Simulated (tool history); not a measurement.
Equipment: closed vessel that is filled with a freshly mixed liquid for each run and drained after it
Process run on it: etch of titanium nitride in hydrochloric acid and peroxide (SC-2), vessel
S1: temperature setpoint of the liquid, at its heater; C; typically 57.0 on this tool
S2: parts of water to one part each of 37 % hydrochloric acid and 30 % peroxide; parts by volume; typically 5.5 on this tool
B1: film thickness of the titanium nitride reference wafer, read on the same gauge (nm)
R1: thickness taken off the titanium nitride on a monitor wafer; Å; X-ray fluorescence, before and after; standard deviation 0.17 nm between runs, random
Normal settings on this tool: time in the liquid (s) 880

Run 1, hour 0.0: usual settings but S1 50.5 C; B1 139.99. Result: R1 352.3 Å.
Run 2, hour 9.7: usual settings; B1 139.97. Result: R1 537.1 Å.
At hour 21.7: thermometer replaced.
Run 3, hour 25.5: usual settings; B1 140.02. Result: R1 535.8 Å.
Run 4, hour 36.1: usual settings; B1 140.00. Result: R1 539.8 Å.
Run 5, hour 45.3: usual settings; B1 140.02. Result: R1 541.1 Å.
Run 6, hour 58.4: usual settings; B1 139.98. Result: R1 540.7 Å.
Run 7, hour 108.4: usual settings; B1 139.94. Result: R1 540.0 Å.
Run 8, hour 119.9: usual settings but S1 47.0 C, S2 4.0 parts by volume, time in the liquid (s) 1160; B1 140.01. Result: R1 459.3 Å.
Run 9, hour 131.8: usual settings; B1 139.99. Result: R1 537.6 Å.
Run 10, hour 145.9: usual settings; B1 140.02. Result: R1 538.5 Å.
Run 11, hour 152.9: usual settings but S1 49.0 C, time in the liquid (s) 1315; B1 140.00. Result: R1 480.3 Å.
Run 12, hour 162.2: usual settings but S2 6.5 parts by volume; B1 140.05. Result: R1 475.6 Å.
Run 13, hour 176.6: usual settings; B1 140.00. Result: R1 540.7 Å.
Run 14, hour 192.1: usual settings but time in the liquid (s) 485; B1 140.02. Result: R1 298.0 Å.
Run 15, hour 199.9: usual settings but S2 8.0 parts by volume, time in the liquid (s) 540; B1 140.02. Result: R1 248.2 Å.
Run 16, hour 210.7: usual settings but S1 52.5 C; B1 139.96. Result: R1 402.2 Å.
At hour 226.2: new drum of peroxide connected.
Run 17, hour 226.7: usual settings but S1 63.0 C; B1 140.01. Result: R1 821.2 Å.
Run 18, hour 233.1: usual settings but S2 7.5 parts by volume; B1 140.00. Result: R1 443.7 Å.
Run 19, hour 249.7: usual settings but S1 50.0 C, S2 4.0 parts by volume, time in the liquid (s) 1215; B1 140.03. Result: R1 610.0 Å.
Run 20, hour 263.0: usual settings; B1 139.95. Result: R1 561.7 Å.
Run 21, hour 274.4: usual settings but S1 52.0 C; B1 140.01. Result: R1 405.5 Å.
Run 22, hour 286.0: usual settings; B1 140.00. Result: R1 564.8 Å.
Run 23, hour 298.1: usual settings; B1 140.06. Result: R1 562.3 Å.

Predict the results of run 24:
Run 24, hour 306.3: usual settings but S1 47.5 C; B1 ?. Result: R1 ?.

{"run 24": {"B1": 140.01, "R1": 303.1}}
If the tool had no hidden condition, the same run with the same run-to-run variation would have returned R1 296.2 Å.
